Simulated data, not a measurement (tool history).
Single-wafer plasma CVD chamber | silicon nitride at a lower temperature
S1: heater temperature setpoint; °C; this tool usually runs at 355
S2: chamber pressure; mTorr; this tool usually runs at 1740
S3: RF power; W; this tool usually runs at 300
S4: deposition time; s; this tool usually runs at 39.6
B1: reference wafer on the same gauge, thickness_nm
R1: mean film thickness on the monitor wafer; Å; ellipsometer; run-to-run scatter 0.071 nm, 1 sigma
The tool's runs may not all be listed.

run,hour,S1,S2,S3,S4,B1,R1
1,0,355,1740,270,39.6,51.37,434.54
2,36.3,355,1740,270,39.6,51.42,434.05
3,62.3,355,1740,270,39.6,51.416,434.63
4,116.7,355,1740,300,39.6,51.394,459.09
# hour 178.2: gauge calibrated
5,182,355,1740,340,39.6,51.402,486.38
6,244,355,1740,300,39.6,51.432,457.84
# hour 272.4: capacitance manometer re-zeroed and calibrated
7,287.7,355,1740,300,39.6,51.429,449.57
8,321.8,366,1350,300,39.6,51.389,410.4
9,371.9,355,1740,300,39.6,51.419,449.58
# hour 385.8: thermocouple changed; heater temperature recalibrated
# hour 432.4: showerhead replaced
10,438.3,355,1740,340,39.6,51.369,478.49
11,468.1,355,1740,275,44.4,51.38,479.99
# hour 513.7: gauge calibrated
# hour 535.4: RF generator calibrated
12,536.9,349,1870,265,42,51.416,470.25
13,567.1,355,2120,250,35.3,51.395,398.55
14,607.4,362,1740,300,39.6,51.44,460.22
15,674.8,362,1490,300,39.6,51.369,436.73

State the hidden condition of the tool at each of the runs:
wafer temperature above the value expected at the setpoint (K): 0 at every run
gauge reads high (%): 0 at every run
H1: delivered RF power above the setpoint (%)
H2: true pressure above the setpoint (%)
run,H1,H2
1,-3.61,5.53
2,-3.74,5.67
3,-3.83,5.77
4,-4.03,5.98
5,-4.28,6.22
6,-4.52,6.46
7,-4.69,0.72
8,-4.83,0.85
9,-5.04,1.04
10,-5.32,1.29
11,-5.45,1.4
12,-0.545,1.67
13,-0.546,1.78
14,-0.549,1.93
15,-0.562,2.19
